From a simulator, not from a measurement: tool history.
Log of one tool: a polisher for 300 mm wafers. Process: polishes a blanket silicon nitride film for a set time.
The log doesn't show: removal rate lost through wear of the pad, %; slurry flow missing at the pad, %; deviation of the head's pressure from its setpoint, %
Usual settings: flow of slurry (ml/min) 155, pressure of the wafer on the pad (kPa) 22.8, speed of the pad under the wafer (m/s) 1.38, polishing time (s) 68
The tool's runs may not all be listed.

| run | day | flow of slurry (ml/min) | pressure of the wafer on the pad (kPa) | speed of the pad under the wafer (m/s) | polishing time (s) | wafers since the last listed run | wafers polished on this pad | hours since the slurry nozzle was cleaned | hours since the head pressure was calibrated | incoming thickness of the incoming film, nm | film removed (Å) |
|---|---|---|---|---|---|---|---|---|---|---|---|
| 1 | 0 | 155 | 22.8 | 1.38 | 53 | 0 | 662 | 608 | 824 | 406.6 | 1349 |
| 2 | 1.442 | 155 | 22.8 | 1.38 | 53 | 430 | 1092 | 642.6 | 858.6 | 413.9 | 1334 |
| 3 | 2.221 | 155 | 22.8 | 1.38 | 53 | 232 | 1325 | 661.3 | 877.3 | 414.2 | 1390 |
| 4 | 3.008 | 155 | 22.8 | 1.38 | 68 | 235 | 1561 | 680.2 | 896.2 | 412.5 | 1736 |
| 5 | 3.775 | 155 | 22.8 | 1.22 | 68 | 229 | 1790 | 698.6 | 914.6 | 406 | 1580 |
|  | 4.879 | worn pad replaced by a new one |
| 6 | 7.033 | 155 | 22.8 | 1.22 | 68 | 924 | 643 | 776.8 | 992.8 | 410.3 | 1536 |
| 7 | 8.333 | 155 | 22.8 | 1.22 | 68 | 388 | 1032 | 808 | 1024 | 410.3 | 1575 |
| 8 | 9.221 | 155 | 22.8 | 1.38 | 52 | 265 | 1297 | 829.3 | 1045.3 | 407.7 | 1300 |
| 9 | 10.179 | 155 | 22.8 | 1.38 | 52 | 286 | 1584 | 852.3 | 1068.3 | 410.5 | 1310 |
| 10 | 11.142 | 170 | 22.8 | 1.38 | 68 | 287 | 1871 | 875.4 | 1091.4 | 411.5 | 1748 |
|  | 13.288 | slurry nozzle cleaned |
|  | 13.646 | worn pad replaced by a new one |
| 11 | 15.429 | 155 | 22.8 | 1.48 | 68 | 1219 | 533 | 51.4 | 1194.3 | 418.8 | 1772 |
| 12 | 16.104 | 155 | 22.8 | 1.48 | 68 | 201 | 734 | 67.6 | 1210.5 | 410.6 | 1813 |
| 13 | 16.867 | 155 | 22.8 | 1.38 | 68 | 227 | 962 | 85.9 | 1228.8 | 412.8 | 1715 |
| 14 | 17.496 | 155 | 22.8 | 1.38 | 68 | 188 | 1150 | 101 | 1243.9 | 409 | 1723 |
| 15 | 18.262 | 155 | 22.8 | 1.38 | 68 | 229 | 1379 | 119.4 | 1262.3 | 411.6 | 1672 |
| 16 | 19.317 | 135 | 22.8 | 1.38 | 68 | 315 | 1695 | 144.7 | 1287.6 | 411.6 | 1674 |
| 17 | 20.508 | 135 | 22.8 | 1.38 | 68 | 356 | 2051 | 173.3 | 1316.2 | 412.6 | 1723 |
|  | 21.15 | head pressure recalibrated |
| 18 | 21.758 | 185 | 28.3 | 1.38 | 68 | 348 | 2399 | 203.3 | 14.6 | 407 | 2101 |
|  | 22.358 | worn pad replaced by a new one |
| 19 | 22.75 | 200 | 20.7 | 0.96 | 83 | 246 | 116 | 227.1 | 38.4 | 412.9 | 1475 |
| 20 | 23.354 | 155 | 15.9 | 1.54 | 78 | 180 | 297 | 241.6 | 52.9 | 418.7 | 1569 |
| 21 | 24.038 | 155 | 15.2 | 1.72 | 68 | 204 | 501 | 258 | 69.3 | 410 | 1449 |
| 22 | 25.458 | 185 | 22.8 | 1.38 | 50 | 424 | 926 | 292.1 | 103.4 | 404.6 | 1298 |
| 23 | 25.988 | 155 | 28.3 | 1 | 68 | 158 | 1084 | 304.8 | 116.1 | 414.9 | 1600 |
| 24 | 27.308 | 155 | 28.3 | 1.38 | 68 | 394 | 1479 | 336.5 | 147.8 | 417 | 2091 |
| 25 | 28.208 | 155 | 22.8 | 1.38 | 68 | 268 | 1748 | 358.1 | 169.4 | 405.5 | 1658 |
| 26 | 29.654 | 110 | 22.8 | 1.64 | 68 | 432 | 2180 | 392.8 | 204.1 | 413.4 | 1907 |
|  | 30.412 | worn pad replaced by a new one |
| 27 | 30.433 | 200 | 20.7 | 0.96 | 83 | 183 | 6 | 411.5 | 222.8 | 416.7 | 1462 |
| 28 | 31.321 | 155 | 29 | 1.84 | 80 | 265 | 271 | 432.8 | 244.1 | 402.7 | 3235 |
| 29 | 32.175 | 195 | 17.2 | 1.72 | 51 | 255 | 526 | 453.3 | 264.6 | 407.8 | 1242 |
| 30 | 33.667 | 155 | 30.3 | 1.5 | 74 | 445 | 972 | 489.1 | 300.4 | 403.2 | 2586 |
| 31 | 35.004 | 110 | 22.8 | 1.64 | 68 | 399 | 1372 | 521.2 | 332.5 | 411 | 1861 |
| 32 | 36.133 | 155 | 22.8 | 1.38 | 68 | 337 | 1709 | 548.3 | 359.6 | 409 | 1700 |
| 33 | 37.625 | 110 | 22.8 | 1.64 | 68 | 445 | 2155 | 584.1 | 395.4 | 408 | 1837 |
|  | 39.117 | worn pad replaced by a new one |
| 34 | 39.138 | 120 | 27.6 | 1.52 | 60 | 402 | 6 | 620.4 | 431.7 | 405.5 | 1812 |
| 35 | 40.375 | 155 | 22.8 | 1.38 | 82 | 369 | 376 | 650.1 | 461.4 | 412.9 | 2095 |

5 ways to go on from here, each from the tool as it stands after run 35. What would each give?
| A | 40.396 | 155 | 22.8 | 1.38 | 68 | 6 | 382 | 650.6 | 461.9 | 418.6 | ? |
| B | 40.396 | 140 | 28.3 | 1.72 | 77 | 6 | 382 | 650.6 | 461.9 | 418.6 | ? |
| C | 40.396 | 130 | 26.9 | 1.38 | 68 | 6 | 382 | 650.6 | 461.9 | 418.6 | ? |
| D | 40.396 | 155 | 27.6 | 1.54 | 68 | 6 | 382 | 650.6 | 461.9 | 418.6 | ? |
| E | 40.396 | 180 | 29 | 1.14 | 68 | 6 | 382 | 650.6 | 461.9 | 418.6 | ? |

| run | film removed (Å) |
|---|---|
| A | 1744 |
| B | 2825 |
| C | 1977 |
| D | 2264 |
| E | 1897 |
Without the tool's hidden state the same runs would have given:
| run | film removed (Å) |
|---|---|
| A | 1744 |
| B | 2825 |
| C | 1977 |
| D | 2264 |
| E | 1897 |

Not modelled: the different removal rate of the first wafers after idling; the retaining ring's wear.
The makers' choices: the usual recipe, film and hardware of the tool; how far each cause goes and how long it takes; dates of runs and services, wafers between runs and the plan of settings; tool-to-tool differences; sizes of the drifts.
